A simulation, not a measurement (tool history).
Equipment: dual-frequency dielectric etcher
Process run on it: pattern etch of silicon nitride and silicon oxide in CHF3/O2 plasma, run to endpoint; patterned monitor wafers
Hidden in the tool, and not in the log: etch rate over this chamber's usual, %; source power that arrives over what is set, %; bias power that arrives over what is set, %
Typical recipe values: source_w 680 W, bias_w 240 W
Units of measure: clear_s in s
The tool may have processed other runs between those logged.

run,hour,source_w,bias_w,wafers since the last listed run,hours since the last wet clean,hours since the last source power generator calibration,hours since the last bias power generator calibration,hours since the last upper electrode change,"incoming incoming film thickness, nm",clear_s
1,0,680,240,0,333.8,4463.8,4098.2,5637.9,293.9,164.3
# hour 39.9: wet clean of the chamber
2,40.4,680,240,107,0.5,4504.2,4138.6,5678.3,298.2,176
3,40.7,680,240,1,0.8,4504.5,4138.9,5678.6,295.8,175.1
4,50.2,680,240,62,10.3,4514,4148.4,5688.1,295,178.1
5,61.9,750,240,76,22,4525.7,4160.1,5699.8,293.6,167.6
6,70.7,750,240,57,30.8,4534.5,4168.9,5708.6,296.8,167.2
7,82.1,750,240,74,42.2,4545.9,4180.3,5720,296.8,167.1
8,92.6,680,240,68,52.7,4556.4,4190.8,5730.5,294.5,175
9,106.4,680,211,90,66.5,4570.2,4204.6,5744.3,297.1,181.3
10,119.2,680,211,83,79.3,4583,4217.4,5757.1,291.4,176.3
11,127.2,680,211,52,87.3,4591,4225.4,5765.1,296.1,178.7
# hour 161.5: upper electrode replaced
12,162,550,208,70,122.1,4625.8,4260.2,0.5,294.2,196.4
13,162.4,820,240,2,122.5,4626.2,4260.6,0.9,296.4,159.2
14,168.5,840,219,40,128.6,4632.3,4266.7,7,295.9,160.2
# hour 192: bias power generator calibrated
15,192.5,680,240,131,152.6,4656.3,0.5,31,295.7,170.3
16,198.5,800,186,39,158.6,4662.3,6.5,37,293.3,169.5
17,210,680,224,75,170.1,4673.8,18,48.5,295.6,174.8
18,222.3,780,204,80,182.4,4686.1,30.3,60.8,296.7,166
19,258.9,750,276,240,219,4722.7,66.9,97.4,294.8,156.4

Run 20 has not been measured yet. What should we expect?
20,269,680,240,66,229.1,4732.8,77,107.5,295.6,?

{"run 20": {"clear_s": 170.5}}
Without the tool's hidden state the same run would have given clear_s 173.7 s.
